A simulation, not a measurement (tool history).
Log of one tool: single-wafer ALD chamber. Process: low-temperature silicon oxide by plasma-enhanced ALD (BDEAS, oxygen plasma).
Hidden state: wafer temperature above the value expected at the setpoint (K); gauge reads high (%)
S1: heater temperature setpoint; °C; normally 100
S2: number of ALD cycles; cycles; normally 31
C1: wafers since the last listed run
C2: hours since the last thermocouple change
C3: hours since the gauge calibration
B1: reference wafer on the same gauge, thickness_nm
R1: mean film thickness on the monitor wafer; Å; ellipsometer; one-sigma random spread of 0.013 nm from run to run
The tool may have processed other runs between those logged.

Run 1, hour 0.0: usual settings; C1 0; C2 899.1; C3 197.7; B1 4.083. Result: R1 45.77 Å.
Run 2, hour 101.6: usual settings; C1 1145; C2 1000.7; C3 299.3; B1 4.089. Result: R1 46.23 Å.
Run 3, hour 160.7: usual settings but S2 29 cycles; C1 666; C2 1059.8; C3 358.4; B1 4.090. Result: R1 43.13 Å.
Run 4, hour 221.0: usual settings but S2 29 cycles; C1 679; C2 1120.1; C3 418.7; B1 4.096. Result: R1 43.30 Å.
Run 5, hour 295.4: usual settings but S1 104 °C; C1 838; C2 1194.5; C3 493.1; B1 4.090. Result: R1 45.85 Å.
Run 6, hour 366.6: usual settings but S1 104 °C; C1 802; C2 1265.7; C3 564.3; B1 4.088. Result: R1 45.73 Å.
Run 7, hour 457.5: usual settings but S1 104 °C; C1 1024; C2 1356.6; C3 655.2; B1 4.089. Result: R1 45.82 Å.
Run 8, hour 557.9: usual settings; C1 1131; C2 1457.0; C3 755.6; B1 4.094. Result: R1 46.76 Å.
Run 9, hour 651.8: usual settings; C1 1058; C2 1550.9; C3 849.5; B1 4.086. Result: R1 46.93 Å.
Run 10, hour 709.7: usual settings but S1 107 °C; C1 652; C2 1608.8; C3 907.4; B1 4.094. Result: R1 45.52 Å.
At hour 752.1: gauge calibrated.
Run 11, hour 755.3: usual settings but S2 34 cycles; C1 513; C2 1654.4; C3 3.2; B1 4.094. Result: R1 51.43 Å.
At hour 805.0: thermocouple changed; heater temperature recalibrated.
Run 12, hour 845.5: usual settings; C1 926; C2 40.5; C3 93.4; B1 4.091. Result: R1 46.10 Å.
Run 13, hour 888.5: usual settings but S1 87 °C, S2 36 cycles; C1 484; C2 83.5; C3 136.4; B1 4.086. Result: R1 55.99 Å.
Run 14, hour 951.6: usual settings but S1 94 °C, S2 28 cycles; C1 711; C2 146.6; C3 199.5; B1 4.089. Result: R1 42.43 Å.
Run 15, hour 1026.2: usual settings but S1 105 °C; C1 840; C2 221.2; C3 274.1; B1 4.090. Result: R1 45.41 Å.
Run 16, hour 1115.2: usual settings; C1 1003; C2 310.2; C3 363.1; B1 4.087. Result: R1 46.00 Å.

Hidden state or all else? Some run-to-run changes of R1, split into what the settings, what came in and random variation would give without the hidden state, and what is left for the hidden state (with any gauge scatter that isn't in both results):
Run 11 -> 12: S2 34 -> 31, thermocouple changed; heater temperature recalibrated. R1 -5.33 Å: hidden state -1.16, all else -4.17.
Run 13 -> 14: S1 87 -> 94, S2 36 -> 28. R1 -13.56 Å: hidden state -0.02, all else -13.54.
